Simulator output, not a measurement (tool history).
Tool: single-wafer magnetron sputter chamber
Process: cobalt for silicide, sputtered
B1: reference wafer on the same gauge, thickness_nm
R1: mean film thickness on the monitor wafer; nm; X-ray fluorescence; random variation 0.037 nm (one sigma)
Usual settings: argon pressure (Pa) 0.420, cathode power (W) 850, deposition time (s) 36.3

Run 1, hour 0.0: usual settings but deposition time (s) 31.1; B1 13.908. Result: R1 13.058 nm.
Run 2, hour 12.5: usual settings; B1 13.902. Result: R1 15.167 nm.
Run 3, hour 19.4: usual settings; B1 13.900. Result: R1 15.252 nm.
Run 4, hour 36.9: usual settings; B1 13.898. Result: R1 15.228 nm.
Run 5, hour 45.7: usual settings; B1 13.890. Result: R1 15.168 nm.
Run 6, hour 56.5: usual settings but argon pressure (Pa) 0.549; B1 13.900. Result: R1 14.390 nm.
Run 7, hour 74.3: usual settings but argon pressure (Pa) 0.549; B1 13.909. Result: R1 14.370 nm.
At hour 84.3: sputter target and shields replaced.
Run 8, hour 89.3: usual settings but argon pressure (Pa) 0.549; B1 13.890. Result: R1 14.201 nm.
Run 9, hour 95.9: usual settings; B1 13.900. Result: R1 14.962 nm.
Run 10, hour 109.3: usual settings; B1 13.898. Result: R1 15.013 nm.
At hour 124.4: sputter target and shields replaced, repeated, since the last time left the tool worse.
At hour 132.0: capacitance manometer re-zeroed and calibrated.
Run 11, hour 132.5: usual settings; B1 13.905. Result: R1 15.352 nm.
Run 12, hour 132.8: usual settings; B1 13.902. Result: R1 15.378 nm.
At hour 134.9: gauge calibrated.
Run 13, hour 147.3: usual settings but argon pressure (Pa) 0.474, cathode power (W) 950, deposition time (s) 31.5; B1 13.905. Result: R1 14.628 nm.
At hour 163.5: magnet pack replaced.
Run 14, hour 164.0: usual settings; B1 13.896. Result: R1 15.327 nm.
Run 15, hour 188.5: usual settings; B1 13.888. Result: R1 15.352 nm.
Run 16, hour 204.8: usual settings but argon pressure (Pa) 0.570, deposition time (s) 29.8; B1 13.906. Result: R1 11.927 nm.
Run 17, hour 212.3: usual settings but cathode power (W) 1000, deposition time (s) 39.7; B1 13.908. Result: R1 19.742 nm.
Run 18, hour 222.0: usual settings but argon pressure (Pa) 0.324, cathode power (W) 900, deposition time (s) 41.9; B1 13.897. Result: R1 19.503 nm.
Run 19, hour 230.7: usual settings but argon pressure (Pa) 0.467, deposition time (s) 29.4; B1 13.892. Result: R1 12.171 nm.
Run 20, hour 246.7: usual settings but argon pressure (Pa) 0.273, cathode power (W) 700; B1 13.909. Result: R1 13.411 nm.
Run 21, hour 257.7: usual settings but cathode power (W) 650; B1 13.895. Result: R1 11.733 nm.
Run 22, hour 272.5: usual settings; B1 13.902. Result: R1 15.271 nm.

Forecast each of these 4 alternatives for the next run:
Run A, hour 272.9: usual settings; B1 ?. Result: R1 ?.
Run B, hour 272.9: usual settings but argon pressure (Pa) 0.577; B1 ?. Result: R1 ?.
Run C, hour 272.9: usual settings but argon pressure (Pa) 0.377; B1 ?. Result: R1 ?.
Run D, hour 272.9: usual settings but argon pressure (Pa) 0.569, cathode power (W) 1000; B1 ?. Result: R1 ?.

run      B1      R1
  A  13.911  15.262
  B  13.911  14.339
  C  13.911  15.529
  D  13.911  16.922
Without the tool's hidden state the same runs would have given:
run      R1
  A  15.354
  B  14.425
  C  15.622
  D  17.024
